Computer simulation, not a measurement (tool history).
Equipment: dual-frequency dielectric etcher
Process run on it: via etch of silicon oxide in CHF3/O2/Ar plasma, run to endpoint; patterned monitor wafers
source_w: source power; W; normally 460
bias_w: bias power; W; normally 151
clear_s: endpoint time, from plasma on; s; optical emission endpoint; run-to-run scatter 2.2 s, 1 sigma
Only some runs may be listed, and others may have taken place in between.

run,hour,source_w,bias_w,"incoming incoming film thickness, nm",clear_s
1,0.0,420,151,516.8,316.5
2,31.3,520,180,519.7,275.7
3,98.7,460,151,521.5,306.2
4,141.3,460,151,523.4,312.9
5,202.8,460,151,516.6,306.1
6,241.6,460,151,516.3,305.9
7,283.1,460,151,516.5,302.8
8,309.5,460,151,523.7,308.9
9,359.1,390,151,521.2,318.4
10,420.8,390,151,516.5,315.4
11,451.0,390,151,518.9,312.0
# hour 458.2: source power generator calibrated
12,503.8,490,151,521.6,295.4
13,538.7,460,151,527.3,304.9
14,589.7,570,132,521.2,305.9
# hour 618.9: wet clean of the chamber
15,653.4,520,151,519.0,324.7
16,684.8,460,151,519.3,335.9
# hour 703.4: bias power generator calibrated
17,711.7,460,168,514.6,310.3
# hour 765.1: wet clean of the chamber, repeated, since the last time left the tool worse
18,765.6,380,137,514.7,343.7
# hour 794.3: upper electrode replaced
19,807.5,390,187,517.6,288.1
20,859.9,460,151,519.6,311.0
21,911.9,520,180,519.8,271.7
22,947.4,380,179,517.8,297.4
23,992.6,520,139,518.0,309.7
24,1038.9,400,184,520.0,282.3
25,1069.5,460,135,517.8,322.7
26,1106.0,460,178,515.3,278.9
27,1172.8,460,151,513.1,302.9

Below are 5 alternative next runs, each starting from the tool's condition after run 27. Predict each:
A,1173.3,460,151,514.6,?
B,1173.3,410,161,514.6,?
C,1173.3,460,125,514.6,?
D,1173.3,420,113,514.6,?
E,1173.3,490,116,514.6,?

run,clear_s
A,302.6
B,301.6
C,335.1
D,363.9
E,343.4
The same runs, with their run-to-run variation unchanged, on a tool lacking any hidden condition would have given:
run,clear_s
A,309.7
B,308.8
C,343.0
D,372.5
E,351.5

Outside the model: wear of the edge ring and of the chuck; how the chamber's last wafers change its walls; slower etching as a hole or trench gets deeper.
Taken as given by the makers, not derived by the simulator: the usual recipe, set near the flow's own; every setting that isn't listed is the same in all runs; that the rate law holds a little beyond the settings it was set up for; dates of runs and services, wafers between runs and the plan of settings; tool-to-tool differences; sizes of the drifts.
